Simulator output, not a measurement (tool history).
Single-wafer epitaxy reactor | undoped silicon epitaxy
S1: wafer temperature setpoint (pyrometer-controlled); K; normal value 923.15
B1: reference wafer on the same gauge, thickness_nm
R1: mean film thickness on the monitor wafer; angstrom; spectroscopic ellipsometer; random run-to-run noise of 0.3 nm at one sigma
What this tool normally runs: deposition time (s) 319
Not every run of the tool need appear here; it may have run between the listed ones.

{"run": 1, "hour": 0.0, "S1": 923.15, "deposition time (s)": 319, "B1": 46.733, "R1": 551.67}
{"run": 2, "hour": 20.8, "S1": 923.15, "deposition time (s)": 319, "B1": 46.634, "R1": 550.91}
{"run": 3, "hour": 49.7, "S1": 923.15, "deposition time (s)": 319, "B1": 46.66, "R1": 548.89}
{"run": 4, "hour": 64.4, "S1": 923.15, "deposition time (s)": 319, "B1": 46.714, "R1": 554.37}
{"run": 5, "hour": 100.0, "S1": 923.15, "deposition time (s)": 319, "B1": 46.705, "R1": 550.27}
{"run": 6, "hour": 132.0, "S1": 923.15, "deposition time (s)": 319, "B1": 46.703, "R1": 557.6}
{"run": 7, "hour": 215.2, "S1": 923.15, "deposition time (s)": 319, "B1": 46.674, "R1": 547.3}
{"run": 8, "hour": 238.8, "S1": 923.15, "deposition time (s)": 319, "B1": 46.772, "R1": 552.36}
{"run": 9, "hour": 261.1, "S1": 919.15, "deposition time (s)": 319, "B1": 46.731, "R1": 506.37}
{"run": 10, "hour": 295.8, "S1": 919.15, "deposition time (s)": 319, "B1": 46.722, "R1": 508.75}
{"run": 11, "hour": 318.6, "S1": 919.15, "deposition time (s)": 319, "B1": 46.727, "R1": 504.65}
{"run": 12, "hour": 353.2, "S1": 923.15, "deposition time (s)": 319, "B1": 46.685, "R1": 545.52}
{"run": 13, "hour": 378.9, "S1": 923.15, "deposition time (s)": 319, "B1": 46.726, "R1": 555.61}
{"run": 14, "hour": 398.8, "S1": 923.15, "deposition time (s)": 319, "B1": 46.712, "R1": 550.87}
{"run": 15, "hour": 434.3, "S1": 923.15, "deposition time (s)": 319, "B1": 46.664, "R1": 555.28}
{"run": 16, "hour": 511.9, "S1": 923.15, "deposition time (s)": 319, "B1": 46.636, "R1": 551.43}
{"run": 17, "hour": 531.1, "S1": 923.15, "deposition time (s)": 298, "B1": 46.721, "R1": 520.79}
{"run": 18, "hour": 548.0, "S1": 923.15, "deposition time (s)": 298, "B1": 46.751, "R1": 514.92}
{"run": 19, "hour": 583.9, "S1": 923.15, "deposition time (s)": 319, "B1": 46.696, "R1": 545.21}
{"run": 20, "hour": 618.7, "S1": 923.15, "deposition time (s)": 319, "B1": 46.639, "R1": 554.9}
{"run": 21, "hour": 641.1, "S1": 923.15, "deposition time (s)": 319, "B1": 46.707, "R1": 547.17}
{"run": 22, "hour": 669.6, "S1": 923.15, "deposition time (s)": 319, "B1": 46.728, "R1": 553.54}
{"run": 23, "hour": 687.7, "S1": 923.15, "deposition time (s)": 319, "B1": 46.731, "R1": 551.91}
{"run": 24, "hour": 708.7, "S1": 923.15, "deposition time (s)": 319, "B1": 46.732, "R1": 552.6}
{"run": 25, "hour": 726.9, "S1": 929.15, "deposition time (s)": 359, "B1": 46.703, "R1": 700.01}
{"run": 26, "hour": 802.4, "S1": 917.15, "deposition time (s)": 358, "B1": 46.752, "R1": 549.15}
{"run": 27, "hour": 830.1, "S1": 930.15, "deposition time (s)": 264, "B1": 46.72, "R1": 527.16}
{"run": 28, "hour": 860.7, "S1": 923.15, "deposition time (s)": 319, "B1": 46.743, "R1": 550.04}
{"run": 29, "hour": 879.0, "S1": 914.15, "deposition time (s)": 269, "B1": 46.715, "R1": 388.26}
{"run": 30, "hour": 909.9, "S1": 929.15, "deposition time (s)": 293, "B1": 46.687, "R1": 572.29}
{"run": 31, "hour": 933.3, "S1": 923.15, "deposition time (s)": 319, "B1": 46.732, "R1": 546.01}
{"run": 32, "hour": 949.1, "S1": 909.15, "deposition time (s)": 279, "B1": 46.681, "R1": 358.74}
{"run": 33, "hour": 981.1, "S1": 923.15, "deposition time (s)": 319, "B1": 46.679, "R1": 555.61}
{"run": 34, "hour": 1008.1, "S1": 937.15, "deposition time (s)": 369, "B1": 46.752, "R1": 841.11}
{"run": 35, "hour": 1029.9, "S1": 923.15, "deposition time (s)": 319, "B1": 46.646, "R1": 553.08}
{"run": 36, "hour": 1059.9, "S1": 923.15, "deposition time (s)": 279, "B1": 46.74, "R1": 477.55}
{"run": 37, "hour": 1094.9, "S1": 923.15, "deposition time (s)": 263, "B1": 46.669, "R1": 453.83}
{"run": 38, "hour": 1130.7, "S1": 915.15, "deposition time (s)": 285, "B1": 46.672, "R1": 414.36}
{"run": 39, "hour": 1158.1, "S1": 934.15, "deposition time (s)": 282, "B1": 46.71, "R1": 606.58}
{"run": 40, "hour": 1185.1, "S1": 923.15, "deposition time (s)": 319, "B1": 46.742, "R1": 547.83}
{"run": 41, "hour": 1207.3, "S1": 923.15, "deposition time (s)": 319, "B1": 46.759, "R1": 554.69}
{"run": 42, "hour": 1225.5, "S1": 933.15, "deposition time (s)": 265, "B1": 46.64, "R1": 556.35}
{"run": 43, "hour": 1255.7, "S1": 934.15, "deposition time (s)": 335, "B1": 46.659, "R1": 718.42}
{"run": 44, "hour": 1277.0, "S1": 935.15, "deposition time (s)": 300, "B1": 46.639, "R1": 661.4}
{"run": 45, "hour": 1294.9, "S1": 923.15, "deposition time (s)": 319, "B1": 46.717, "R1": 552.78}

The log once held 2 entries between its listed runs, left out of this copy. Where does each go, and what is different about the tool's unlogged condition between the listed run before it and the listed run after it?
Run 21 -> run 22: pyrometer calibrated (hour 663.6)
  no difference in the tool's unlogged condition between these two runs
Run 32 -> run 33: gauge calibrated (hour 951.5)
  no difference in the tool's unlogged condition between these two runs
